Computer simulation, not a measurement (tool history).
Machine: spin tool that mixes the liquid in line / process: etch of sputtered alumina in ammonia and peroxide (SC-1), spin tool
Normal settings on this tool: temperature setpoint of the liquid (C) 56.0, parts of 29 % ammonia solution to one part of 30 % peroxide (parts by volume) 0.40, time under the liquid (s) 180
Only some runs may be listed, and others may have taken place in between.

run,day,temperature setpoint of the liquid (C),parts of 29 % ammonia solution to one part of 30 % peroxide (parts by volume),time under the liquid (s),"read-back film thickness of the sputtered alumina reference wafer, read on the same gauge (nm)",thickness taken off the sputtered alumina on a monitor wafer (angstrom)
1,0.000,56.0,0.40,180,29.98,93.1
# day 0.688: thermometer replaced
2,0.883,56.0,0.40,180,29.97,93.1
# day 4.488: heated supply line repaired
3,5.125,56.0,0.40,180,29.97,95.4
4,7.042,56.0,0.40,180,29.99,94.8
5,11.121,56.0,0.40,125,30.03,66.4
6,11.929,56.0,0.40,180,29.98,93.9
# day 12.871: new drum of ammonia solution connected
7,13.058,56.0,0.25,145,30.00,72.8
# day 13.133: gauge calibrated
8,14.408,65.0,0.25,180,29.96,143.6
9,15.712,60.5,0.50,100,29.99,68.2
10,16.850,56.0,0.40,180,30.03,94.6
11,17.429,64.5,0.60,150,29.97,126.0
12,18.008,56.0,0.25,265,29.99,132.2
13,19.129,56.0,0.40,180,30.06,94.6
14,20.317,56.0,0.50,90,30.01,48.3
15,21.379,58.5,0.30,70,29.99,40.0
16,22.646,61.5,0.50,180,30.04,127.1
17,24.108,60.5,0.35,180,29.95,117.3
18,25.292,56.0,0.40,180,30.04,93.0
19,26.067,56.0,0.40,180,29.99,94.2
# day 26.821: new drum of ammonia solution connected
20,27.350,56.0,0.40,180,30.00,93.4
21,28.467,56.0,0.30,90,30.02,45.1
22,29.138,56.0,0.40,130,29.97,67.8
23,30.188,56.0,0.60,180,29.97,96.4
24,31.083,62.0,0.50,130,30.00,92.8

Forecast each of these 5 alternatives for the next run:
A,31.104,51.0,0.40,180,?,?
B,31.104,48.0,0.35,140,?,?
C,31.104,56.0,0.20,180,?,?
D,31.104,64.5,0.50,130,?,?
E,31.104,63.5,0.40,110,?,?

run,"read-back film thickness of the sputtered alumina reference wafer, read on the same gauge (nm)",thickness taken off the sputtered alumina on a monitor wafer (angstrom)
A,30.01,70.2
B,30.01,45.6
C,30.01,86.0
D,30.01,105.0
E,30.01,82.8
Stripped of hidden state, with their random variation kept, the same runs would have yielded:
run,thickness taken off the sputtered alumina on a monitor wafer (angstrom)
A,72.8
B,47.4
C,89.2
D,108.7
E,85.6
